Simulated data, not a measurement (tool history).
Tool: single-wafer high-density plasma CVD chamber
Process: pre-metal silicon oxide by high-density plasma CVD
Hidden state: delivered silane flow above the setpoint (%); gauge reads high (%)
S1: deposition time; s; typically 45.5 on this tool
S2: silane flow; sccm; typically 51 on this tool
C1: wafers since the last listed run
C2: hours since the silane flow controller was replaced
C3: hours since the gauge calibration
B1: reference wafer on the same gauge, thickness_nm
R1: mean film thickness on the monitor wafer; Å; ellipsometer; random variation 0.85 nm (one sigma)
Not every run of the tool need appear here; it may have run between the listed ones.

| run | hour | S1 | S2 | C1 | C2 | C3 | B1 | R1 |
|---|---|---|---|---|---|---|---|---|
| 1 | 0.0 | 43.0 | 48 | 0 | 1964.5 | 624.0 | 228.283 | 2092.16 |
| 2 | 50.5 | 43.0 | 48 | 679 | 2015.0 | 674.5 | 228.094 | 2102.51 |
| 3 | 114.9 | 43.0 | 48 | 866 | 2079.4 | 738.9 | 227.832 | 2110.75 |
| 4 | 169.9 | 45.5 | 51 | 740 | 2134.4 | 793.9 | 227.813 | 2382.56 |
| 5 | 215.6 | 45.5 | 51 | 615 | 2180.1 | 839.6 | 227.915 | 2391.03 |
| 6 | 250.1 | 45.5 | 51 | 464 | 2214.6 | 874.1 | 227.658 | 2398.70 |
| 7 | 303.5 | 45.5 | 51 | 718 | 2268.0 | 927.5 | 228.300 | 2400.65 |
| 8 | 343.3 | 48.4 | 51 | 535 | 2307.8 | 967.3 | 228.307 | 2540.78 |
| 9 | 397.3 | 48.4 | 51 | 726 | 2361.8 | 1021.3 | 227.579 | 2545.88 |
| 10 | 464.6 | 45.5 | 51 | 906 | 2429.1 | 1088.6 | 228.170 | 2404.50 |
|  | 486.9 | gauge calibrated |
| 11 | 495.0 | 41.5 | 55 | 409 | 2459.5 | 8.1 | 227.895 | 2359.84 |
| 12 | 530.2 | 45.5 | 51 | 473 | 2494.7 | 43.3 | 228.372 | 2399.27 |
| 13 | 566.8 | 45.5 | 51 | 492 | 2531.3 | 79.9 | 227.964 | 2417.38 |
|  | 576.4 | silane flow controller replaced |
| 14 | 597.2 | 42.4 | 43 | 301 | 20.8 | 110.3 | 228.081 | 1945.89 |
| 15 | 653.8 | 38.8 | 59 | 761 | 77.4 | 166.9 | 228.258 | 2452.10 |
|  | 716.1 | silane flow controller replaced, repeated, since the last time left the tool worse |
| 16 | 721.9 | 40.7 | 48 | 809 | 5.8 | 235.0 | 228.406 | 1955.30 |
| 17 | 762.9 | 51.4 | 47 | 551 | 46.8 | 276.0 | 228.301 | 2407.06 |
| 18 | 811.8 | 50.2 | 48 | 658 | 95.7 | 324.9 | 227.902 | 2401.12 |
| 19 | 879.0 | 51.6 | 55 | 904 | 162.9 | 392.1 | 227.740 | 2795.03 |
| 20 | 930.8 | 43.2 | 41 | 697 | 214.7 | 443.9 | 228.239 | 1761.19 |

Below are 5 alternative next runs, each starting from the tool's condition after run 20. Predict each:
| A | 931.2 | 45.5 | 51 | 5 | 215.1 | 444.3 | ? | ? |
| B | 931.2 | 37.0 | 58 | 5 | 215.1 | 444.3 | ? | ? |
| C | 931.2 | 38.7 | 60 | 5 | 215.1 | 444.3 | ? | ? |
| D | 931.2 | 37.5 | 51 | 5 | 215.1 | 444.3 | ? | ? |
| E | 931.2 | 42.4 | 51 | 5 | 215.1 | 444.3 | ? | ? |

| run | B1 | R1 |
|---|---|---|
| A | 227.953 | 2295.06 |
| B | 227.953 | 2122.47 |
| C | 227.953 | 2296.54 |
| D | 227.953 | 1891.53 |
| E | 227.953 | 2138.69 |
Without the tool's hidden state the same runs would have given:
| run | R1 |
|---|---|
| A | 2293.55 |
| B | 2121.08 |
| C | 2295.03 |
| D | 1890.29 |
| E | 2137.29 |
